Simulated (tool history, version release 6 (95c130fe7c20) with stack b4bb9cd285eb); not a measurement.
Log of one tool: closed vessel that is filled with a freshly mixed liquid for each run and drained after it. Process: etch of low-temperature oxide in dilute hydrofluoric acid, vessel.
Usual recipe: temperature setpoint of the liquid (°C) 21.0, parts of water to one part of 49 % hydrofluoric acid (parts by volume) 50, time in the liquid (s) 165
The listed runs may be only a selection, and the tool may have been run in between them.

run	day	temperature setpoint of the liquid (°C)	parts of water to one part of 49 % hydrofluoric acid (parts by volume)	time in the liquid (s)	read-back film thickness of the low-temperature oxide reference wafer, read on the same gauge (nm)	thickness taken off the low-temperature oxide on a monitor wafer (nm)
1	0.000	21.0	50	165	50.01	29.40
2	0.312	21.0	50	165	49.97	29.48
3	1.012	21.0	50	165	50.00	29.39
4	1.758	22.0	50	205	50.02	38.05
5	2.496	21.0	50	240	50.01	42.56
6	4.667	24.5	50	165	50.01	33.77
7	5.283	17.5	65	165	49.99	18.74
8	5.892	17.5	65	165	50.00	19.07
9	6.442	17.5	65	165	49.99	18.96
# day 6.758: gauge calibrated
10	6.825	21.0	50	165	50.02	29.12
11	7.079	21.0	50	165	50.01	28.95
12	7.538	21.0	50	165	50.01	28.54
13	7.900	21.0	50	165	50.02	28.69
14	8.508	21.0	70	260	49.99	32.11
15	9.017	21.0	50	165	49.98	28.74
16	9.546	21.0	50	165	49.99	28.87
17	9.962	21.0	65	165	49.99	21.57
18	10.221	18.0	60	245	50.00	31.16
19	10.525	19.5	70	90	49.98	10.22
# day 10.962: thermometer replaced
# day 11.046: hydrofluoric acid flow meter replaced
20	11.254	21.0	50	165	49.96	33.08
21	11.829	21.0	30	165	49.99	56.93
22	12.300	22.5	50	165	50.00	34.82
23	13.046	19.5	50	205	50.01	38.18
24	13.450	23.5	55	245	50.03	48.85
25	14.150	21.0	25	165	49.98	67.02
26	14.471	24.5	65	265	49.99	46.33
27	14.883	25.0	40	235	50.03	70.02

Each row is a separate what-if for the run after 27, all from the same tool condition, not one after another. Results?
A	14.912	21.0	70	165	?	?
B	14.912	19.5	70	245	?	?
C	14.912	24.5	35	95	?	?

run	read-back film thickness of the low-temperature oxide reference wafer, read on the same gauge (nm)	thickness taken off the low-temperature oxide on a monitor wafer (nm)
A	50.00	22.69
B	50.00	31.65
C	50.00	31.62
Take away the tool's hidden state, keep each run's random variation, and the runs would have read:
run	thickness taken off the low-temperature oxide on a monitor wafer (nm)
A	23.00
B	32.08
C	32.03
